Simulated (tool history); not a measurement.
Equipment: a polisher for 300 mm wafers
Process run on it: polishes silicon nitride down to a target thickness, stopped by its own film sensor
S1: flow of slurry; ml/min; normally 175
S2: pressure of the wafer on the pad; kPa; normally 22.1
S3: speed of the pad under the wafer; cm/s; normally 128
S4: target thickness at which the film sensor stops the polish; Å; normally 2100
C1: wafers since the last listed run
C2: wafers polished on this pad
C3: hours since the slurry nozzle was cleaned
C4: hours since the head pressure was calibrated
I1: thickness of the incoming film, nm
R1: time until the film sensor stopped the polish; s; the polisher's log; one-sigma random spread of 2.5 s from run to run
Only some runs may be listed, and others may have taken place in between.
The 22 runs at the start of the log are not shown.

run    hour   S1    S2   S3    S4   C1    C2     C3     C4     I1     R1
      644.9  -- worn pad replaced by a new one
 23   652.8  130  22.1  102  2100  120    54  251.1  147.1  489.8  227.3
      680.9  -- slurry nozzle cleaned
 24   684.0  175  22.1  128  2100  207   261    3.1  178.3  493.3  178.6
 25   700.4  175  22.1  128  2100  112   374   19.5  194.7  497.8  181.1
 26   719.4  175  22.1  128  2100  130   504   38.5  213.7  492.0  182.6
 27   749.4  175  26.2   96  2890  206   711   68.5  243.7  483.6  131.6
 28   826.9  175  29.6  128  3030  532  1243  146.0  321.2  491.1   91.5
 29   846.7  175  22.1  128  2790  136  1380  165.8  341.0  494.2  138.6
 30   870.2  175  22.1  128  2100  161  1541  189.3  364.5  488.7  181.7
 31   900.3  175  22.1   86  2100  206  1748  219.4  394.6  488.5  250.2
      904.9  -- worn pad replaced by a new one
 32   919.6  150  27.6  142  2490  105   101  238.7  413.9  488.2  124.0
 33   946.7  175  22.1  128  2100  186   287  265.8  441.0  485.1  183.2
      974.6  -- slurry nozzle cleaned
 34   977.9  140  22.1  128  2100  207   495    3.3  472.2  490.6  195.5
 35   992.3  175  20.0  128  2100   98   594   17.7  486.6  493.1  216.6
     1009.3  -- head pressure recalibrated
 36  1014.4  175  25.5  116  2100  138   732   39.8    5.1  492.9  153.2
 37  1032.3  175  22.1  114  2100  123   855   57.7   23.0  487.5  174.8

4 options for the next run, each taken on its own from the tool as it stands now. Forecast them:
  A  1032.8  175  22.1  128  2910   3  858  58.2  23.5  498.3   ?
  B  1032.8  220  17.9  114  2950   3  858  58.2  23.5  498.3   ?
  C  1032.8  120  18.6   90  3050   3  858  58.2  23.5  498.3   ?
  D  1032.8  175  29.0  128  2100   3  858  58.2  23.5  498.3   ?

run     R1
  A  121.4
  B  155.5
  C  192.3
  D  128.6
Without the tool's unlogged condition, the same runs would have read:
run     R1
  A  124.8
  B  159.8
  C  197.6
  D  132.2

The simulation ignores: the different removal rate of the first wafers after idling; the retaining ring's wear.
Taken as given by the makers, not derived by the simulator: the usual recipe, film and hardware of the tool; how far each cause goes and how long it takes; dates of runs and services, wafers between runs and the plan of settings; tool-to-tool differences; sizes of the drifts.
